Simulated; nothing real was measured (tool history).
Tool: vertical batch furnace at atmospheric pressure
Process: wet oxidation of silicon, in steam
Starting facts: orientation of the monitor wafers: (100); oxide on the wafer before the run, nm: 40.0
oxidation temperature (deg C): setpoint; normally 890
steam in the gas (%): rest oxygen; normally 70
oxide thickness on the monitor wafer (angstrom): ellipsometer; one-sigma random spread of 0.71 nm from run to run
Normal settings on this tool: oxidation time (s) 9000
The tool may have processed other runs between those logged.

run	day	oxidation temperature (deg C)	oxidation time (s)	steam in the gas (%)	read-back reference wafer on the same gauge, thickness	oxide thickness on the monitor wafer (angstrom)
1	0	875	9000	70	224.63	2034.3
2	2.521	875	9000	70	225.09	2027.8
3	4.654	890	9000	70	224.94	2420.7
4	7.267	890	9000	70	225.11	2427.1
5	9.288	876	9000	65	225.31	1945.8
6	11.158	876	9000	65	225.01	1937.8
7	13.738	876	9000	65	224.87	1944.1
8	15.971	890	9000	70	225.16	2413.3
9	23.954	890	9000	70	224.58	2414.2
10	30.562	890	9000	70	225.44	2401.4
# day 30.683: gauge calibrated
11	32.608	890	9000	70	225.48	2386.9
12	34.342	890	9000	70	225.02	2392.2
# day 37.017: thermocouples replaced and temperature profile calibrated
13	37.038	890	9000	70	225.23	2401.9
# day 39.167: steam generator serviced
14	39.288	907	9000	75	224.99	3094.3
15	40.346	890	5010	70	225.09	1601.5
16	43.029	905	12330	70	224.63	3617.9
17	44.988	908	9000	70	224.87	2963.4

Run 18 comes next. What will it give?
18	46.288	912	4920	70	?	?

Run 18 came out at read-back reference wafer on the same gauge, thickness 224.86, oxide thickness on the monitor wafer (angstrom) 1995.9.
Were there no unlogged condition in the tool, this run, its random variation unchanged, would have produced oxide thickness on the monitor wafer (angstrom) 2001.6.
